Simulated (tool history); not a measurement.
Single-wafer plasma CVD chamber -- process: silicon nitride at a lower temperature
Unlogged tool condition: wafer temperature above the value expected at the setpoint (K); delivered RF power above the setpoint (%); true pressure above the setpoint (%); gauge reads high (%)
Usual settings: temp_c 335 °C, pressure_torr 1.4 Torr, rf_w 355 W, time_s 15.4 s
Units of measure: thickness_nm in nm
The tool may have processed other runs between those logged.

run     day  temp_c  pressure_torr  rf_w  time_s  wafers since the last listed run  hours since the last thermocouple change  hours since the last RF generator calibration  hours since the last manometer calibration  hours since the showerhead was replaced  hours since the gauge calibration  read-back reference wafer on the same gauge, thickness_nm  thickness_nm
  1       0     335            1.4   355    15.4                                 0                                    1285.5                                         1607.6                                      1175.7                                   6216.7                             1064.9                                                     19.415        18.645
  2     1.6     335            1.4   355    15.4                              1117                                    1323.9                                           1646                                      1214.1                                   6255.1                             1103.3                                                     19.385        18.682
  3   2.671     335            1.4   355    15.4                               747                                    1349.6                                         1671.7                                      1239.8                                   6280.8                               1129                                                      19.38        18.604
  4   4.192     335            1.4   355    15.4                              1062                                    1386.1                                         1708.2                                      1276.3                                   6317.3                             1165.5                                                     19.402        18.561
      6.429  -- RF generator calibrated
  5    6.45     335            1.4   355    15.4                              1344                                    1440.3                                            0.5                                      1330.5                                   6371.5                             1219.7                                                     19.402        18.332
  6   8.383     335            1.4   355    15.4                              1350                                    1486.7                                           46.9                                      1376.9                                   6417.9                             1266.1                                                      19.39        18.343
  7  10.217     335            1.4   355    15.4                              1280                                    1530.7                                           90.9                                      1420.9                                   6461.9                             1310.1                                                     19.431        18.152
  8  11.621     335            1.4   355    15.4                               980                                    1564.4                                          124.6                                      1454.6                                   6495.6                             1343.8                                                     19.387        18.253
  9  14.354     335           1.22   410    12.4                              1909                                      1630                                          190.2                                      1520.2                                   6561.2                             1409.4                                                     19.391        15.435
 10  16.488     326            1.4   355    15.4                              1490                                    1681.2                                          241.4                                      1571.4                                   6612.4                             1460.6                                                     19.444        18.274
     17.062  -- thermocouple changed; heater temperature recalibrated
 11  20.029     331            1.4   355    15.4                              2240                                      71.2                                          326.4                                      1656.4                                   6697.4                             1545.6                                                     19.413        18.036
     20.921  -- gauge calibrated
     21.658  -- capacitance manometer re-zeroed and calibrated
 12  21.896     340           1.14   355    15.4                              1070                                       116                                          371.2                                         5.7                                   6742.2                               23.4                                                     19.405        17.169
 13  24.454     335            1.4   355    15.4                              1786                                     177.4                                          432.6                                        67.1                                   6803.6                               84.8                                                      19.41        18.109
     25.325  -- RF generator calibrated, repeated, since the last time left the tool worse
 14  26.896     335            1.4   335    15.4                              1472                                       236                                           37.7                                       125.7                                   6862.2                              143.4                                                     19.428        18.502
 15  29.142     347            1.4   355    15.4                              1568                                     289.9                                           91.6                                       179.6                                   6916.1                              197.3                                                     19.411        18.893
 16  30.283     335            1.4   390    17.2                               797                                     317.3                                            119                                         207                                   6943.5                              224.7                                                     19.382        22.569
 17  31.604     335            1.4   355    15.4                               922                                       349                                          150.7                                       238.7                                   6975.2                              256.4                                                     19.401        19.188
 18  36.958     335            1.4   315    15.4                              3739                                     477.5                                          279.2                                       367.2                                   7103.7                              384.9                                                      19.41        17.599
     38.196  -- showerhead replaced
 19  39.612     342            1.4   355    15.4                              1620                                     541.2                                          342.9                                       430.9                                       34                              448.6                                                     19.387         18.76
 20  42.483     335           1.25   325    16.7                              2005                                     610.1                                          411.8                                       499.8                                    102.9                              517.5                                                     19.378        18.848
 21  44.129     335            1.4   420    15.4                              1149                                     649.6                                          451.3                                       539.3                                    142.4                                557                                                      19.41        20.853
 22  46.421     335            1.4   355    15.4                              1600                                     704.6                                          506.3                                       594.3                                    197.4                                612                                                      19.38        18.833
 23  48.817     335            1.4   355    15.4                              1673                                     762.1                                          563.8                                       651.8                                    254.9                              669.5                                                     19.394        18.939
 24  50.754     335           1.63   385    15.4                              1353                                     808.6                                          610.3                                       698.3                                    301.4                                716                                                     19.447          20.5
 25  53.125     335           1.51   355    13.8                              1655                                     865.5                                          667.2                                       755.2                                    358.3                              772.9                                                     19.369        17.112
 26  54.496     341           1.31   355    17.1                               957                                     898.4                                          700.1                                       788.1                                    391.2                              805.8                                                     19.395        20.428
 27  55.888     327           1.26   395      13                               972                                     931.8                                          733.5                                       821.5                                    424.6                              839.2                                                     19.444        16.513
 28  58.188     341            1.4   355    15.4                              1606                                       987                                          788.7                                       876.7                                    479.8                              894.4                                                     19.417        18.741

Each row is a separate what-if for the run after 28, all from the same tool condition, not one after another. Results?
  A  58.204     335            1.4   355    13.7                                11                                     987.4                                          789.1                                       877.1                                    480.2                              894.8                                                          ?             ?
  B  58.204     335            1.4   410    15.4                                11                                     987.4                                          789.1                                       877.1                                    480.2                              894.8                                                          ?             ?
  C  58.204     324           1.65   390    16.6                                11                                     987.4                                          789.1                                       877.1                                    480.2                              894.8                                                          ?             ?
  D  58.204     335            1.4   355    13.6                                11                                     987.4                                          789.1                                       877.1                                    480.2                              894.8                                                          ?             ?

run  read-back reference wafer on the same gauge, thickness_nm  thickness_nm
  A                                                     19.391        16.634
  B                                                     19.391        20.374
  C                                                     19.391        22.258
  D                                                     19.391        16.513
What these runs would have given with no unlogged condition in the tool:
run  thickness_nm
  A         17.04
  B        20.838
  C        22.801
  D        16.916
